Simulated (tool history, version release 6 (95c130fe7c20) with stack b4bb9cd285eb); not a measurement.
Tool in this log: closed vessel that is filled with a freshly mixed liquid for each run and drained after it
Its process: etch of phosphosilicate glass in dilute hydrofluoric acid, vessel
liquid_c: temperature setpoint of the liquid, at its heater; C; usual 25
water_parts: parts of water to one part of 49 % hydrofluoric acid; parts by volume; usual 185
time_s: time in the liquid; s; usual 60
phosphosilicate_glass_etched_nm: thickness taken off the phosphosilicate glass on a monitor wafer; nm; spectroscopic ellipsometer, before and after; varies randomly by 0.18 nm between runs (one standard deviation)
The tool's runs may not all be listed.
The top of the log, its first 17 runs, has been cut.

run	hour	liquid_c	water_parts	time_s	wafers since the last listed run	hours since the thermometer was replaced	hours since the hydrofluoric acid flow meter was replaced	hours since the gauge calibration	read-back film thickness of the phosphosilicate glass reference wafer, read on the same gauge (nm)	phosphosilicate_glass_etched_nm
18	857.1	25	185	60	2521	113.7	239.6	697.6	39.98	33.08
19	881.4	29.5	100	95	1647	138	263.9	721.9	39.99	127.57
20	906.2	20.5	270	85	1681	162.8	288.7	746.7	40.02	24.83
21	941.5	25	185	60	2393	198.1	324	782	39.99	33.2
# hour 963.3: gauge calibrated
22	976.9	25	185	60	2399	233.5	359.4	13.6	40	33.12
23	1089.2	28	100	60	7612	345.8	471.7	125.9	40	75.78
24	1128.7	21.5	240	90	2677	385.3	511.2	165.4	39.98	31.73
25	1157.8	25	145	30	1972	414.4	540.3	194.5	39.99	21.8

Forecast run 26:
26	1182.9	23	220	50	1701	439.5	565.4	219.6	?	?

{"run 26": {"read-back film thickness of the phosphosilicate glass reference wafer, read on the same gauge (nm)": 40, "phosphosilicate_glass_etched_nm": 20.44}}
On a tool with no hidden condition, and with the same random variation, this run would have come out at phosphosilicate_glass_etched_nm 20.69 nm.

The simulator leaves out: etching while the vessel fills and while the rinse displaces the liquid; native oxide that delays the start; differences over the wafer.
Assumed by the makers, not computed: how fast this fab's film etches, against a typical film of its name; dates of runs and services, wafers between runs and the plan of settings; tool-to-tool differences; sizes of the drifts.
